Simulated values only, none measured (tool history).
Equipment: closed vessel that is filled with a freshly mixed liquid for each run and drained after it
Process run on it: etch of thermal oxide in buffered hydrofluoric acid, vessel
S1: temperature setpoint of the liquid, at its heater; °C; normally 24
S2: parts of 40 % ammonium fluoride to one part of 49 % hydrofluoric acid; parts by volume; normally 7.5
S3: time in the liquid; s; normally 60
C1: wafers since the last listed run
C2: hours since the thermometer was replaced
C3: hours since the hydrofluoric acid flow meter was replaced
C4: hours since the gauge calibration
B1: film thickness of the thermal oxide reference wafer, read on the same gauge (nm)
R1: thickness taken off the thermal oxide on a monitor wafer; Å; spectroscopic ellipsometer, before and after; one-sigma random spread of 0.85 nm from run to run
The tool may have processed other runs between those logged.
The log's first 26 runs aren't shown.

run,day,S1,S2,S3,C1,C2,C3,C4,B1,R1
27,30.904,24,7.5,60,2381,351.5,645.2,184.2,79.99,1011.9
28,32.838,26,7.5,90,4250,397.9,691.6,230.6,80.05,1704
29,33.846,24,7.5,60,2216,422.1,715.8,254.8,80.03,1004.6
30,34.658,24,7.5,90,1786,441.6,735.3,274.3,79.93,1523.1
31,37.812,28,9,70,6934,517.3,811,350,79.98,1223.5
32,38.75,20,5,30,2061,539.8,833.5,372.5,79.99,592.7
33,41.25,24,7.5,80,5496,599.8,893.5,432.5,80.01,1363.5
34,42.721,26.5,6,70,3233,635.1,928.8,467.8,80,1690.5

Branching from run 34: 3 alternative next runs. What would each branch give?
A,42.75,24,7.5,45,64,635.8,929.5,468.5,?,?
B,42.75,24,7.5,75,64,635.8,929.5,468.5,?,?
C,42.75,24,9,60,64,635.8,929.5,468.5,?,?

run,B1,R1
A,79.97,770.7
B,79.97,1284.5
C,79.97,843.8
Take away the tool's hidden state, keep each run's random variation, and the runs would have read:
run,R1
A,727.3
B,1212.2
C,795.9
